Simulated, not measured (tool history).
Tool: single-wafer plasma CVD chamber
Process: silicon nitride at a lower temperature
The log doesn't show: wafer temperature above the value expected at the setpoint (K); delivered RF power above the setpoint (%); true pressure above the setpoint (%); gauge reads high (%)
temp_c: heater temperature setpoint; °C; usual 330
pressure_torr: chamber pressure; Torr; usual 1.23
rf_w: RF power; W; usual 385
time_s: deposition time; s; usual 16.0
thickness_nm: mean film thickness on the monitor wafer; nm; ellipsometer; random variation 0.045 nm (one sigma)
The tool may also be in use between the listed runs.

run,day,temp_c,pressure_torr,rf_w,time_s,wafers since the last listed run,hours since the last thermocouple change,hours since the last RF generator calibration,hours since the last manometer calibration,hours since the showerhead was replaced,hours since the gauge calibration,"read-back reference wafer on the same gauge, thickness_nm",thickness_nm
1,0.000,334,1.23,385,16.0,0,1872.9,1601.6,2358.4,6201.9,1000.4,22.993,20.434
2,0.504,334,1.23,385,16.0,210,1885.0,1613.7,2370.5,6214.0,1012.5,22.999,20.507
3,1.371,330,1.23,385,16.0,361,1905.8,1634.5,2391.3,6234.8,1033.3,22.998,20.479
# day 2.192: capacitance manometer re-zeroed and calibrated
4,2.496,330,1.23,385,17.9,329,1932.8,1661.5,7.3,6261.8,1060.3,22.999,22.433
# day 3.733: RF generator calibrated
5,3.942,330,1.23,360,16.0,463,1967.5,5.0,42.0,6296.5,1095.0,23.003,20.277
# day 4.875: thermocouple changed; heater temperature recalibrated
6,4.896,330,1.23,360,16.0,258,0.5,27.9,64.9,6319.4,1117.9,22.986,20.316
# day 5.533: gauge calibrated
7,5.967,330,1.23,360,16.0,446,26.2,53.6,90.6,6345.1,10.4,22.999,20.270
8,7.071,335,1.23,355,14.2,460,52.7,80.1,117.1,6371.6,36.9,22.985,17.817
# day 8.950: showerhead replaced
9,11.496,330,1.08,385,16.0,1704,158.9,186.3,223.3,61.1,143.1,23.012,20.013
10,12.329,330,1.23,385,16.0,347,178.9,206.3,243.3,81.1,163.1,23.009,20.854
11,13.279,330,1.23,385,16.0,395,201.7,229.1,266.1,103.9,185.9,23.001,20.829
12,13.875,330,1.23,385,14.2,248,216.0,243.4,280.4,118.2,200.2,23.005,18.444
13,14.821,330,1.38,385,16.0,394,238.7,266.1,303.1,140.9,222.9,23.004,21.512
14,15.617,343,1.45,360,18.2,331,257.8,285.2,322.2,160.0,242.0,22.995,23.922
15,16.217,330,1.08,325,16.0,250,272.2,299.6,336.6,174.4,256.4,22.991,18.332
16,17.346,316,1.23,310,16.0,470,299.3,326.7,363.7,201.5,283.5,23.004,18.754
17,18.658,330,1.23,385,16.0,546,330.8,358.2,395.2,233.0,315.0,23.005,20.734
18,19.354,330,1.23,385,16.0,289,347.5,374.9,411.9,249.7,331.7,22.989,20.750
19,20.296,330,1.49,385,16.0,392,370.1,397.5,434.5,272.3,354.3,23.009,22.060
20,21.592,330,1.23,385,16.0,539,401.2,428.6,465.6,303.4,385.4,22.996,20.705
21,23.021,315,1.39,385,16.0,595,435.5,462.9,499.9,337.7,419.7,22.992,21.572
22,24.242,330,1.23,385,16.0,508,464.8,492.2,529.2,367.0,449.0,23.007,20.718
23,25.421,330,1.23,385,16.0,491,493.1,520.5,557.5,395.3,477.3,23.000,20.634
24,26.708,324,1.23,440,16.0,536,524.0,551.4,588.4,426.2,508.2,22.991,22.151
25,27.454,340,0.94,410,18.5,310,541.9,569.3,606.3,444.1,526.1,23.004,22.650
26,28.217,330,0.98,385,18.5,317,560.2,587.6,624.6,462.4,544.4,22.995,22.322
27,28.833,330,1.23,385,16.0,256,575.0,602.4,639.4,477.2,559.2,22.998,20.696
28,29.646,330,1.14,430,13.2,338,594.5,621.9,658.9,496.7,578.7,23.009,17.651
29,30.621,330,1.23,385,16.0,406,617.9,645.3,682.3,520.1,602.1,23.007,20.668

Hidden state or all else? Some run-to-run changes of thickness_nm, split into what the settings, what came in and random variation would give without the hidden state, and what is left for the hidden state (with any gauge scatter that isn't in both results):
Run 3 -> 4: time_s 16.0 -> 17.9, capacitance manometer re-zeroed and calibrated. thickness_nm +1.954 nm: hidden state -0.521, all else +2.475.
Run 4 -> 5: rf_w 385 -> 360, time_s 17.9 -> 16.0, RF generator calibrated. thickness_nm -2.156 nm: hidden state +0.980, all else -3.136.
Run 12 -> 13: pressure_torr 1.23 -> 1.38, time_s 14.2 -> 16.0. thickness_nm +3.068 nm: hidden state -0.035, all else +3.103.
Run 14 -> 15: temp_c 343 -> 330, pressure_torr 1.45 -> 1.08, rf_w 360 -> 325, time_s 18.2 -> 16.0. thickness_nm -5.590 nm: hidden state +0.051, all else -5.641.
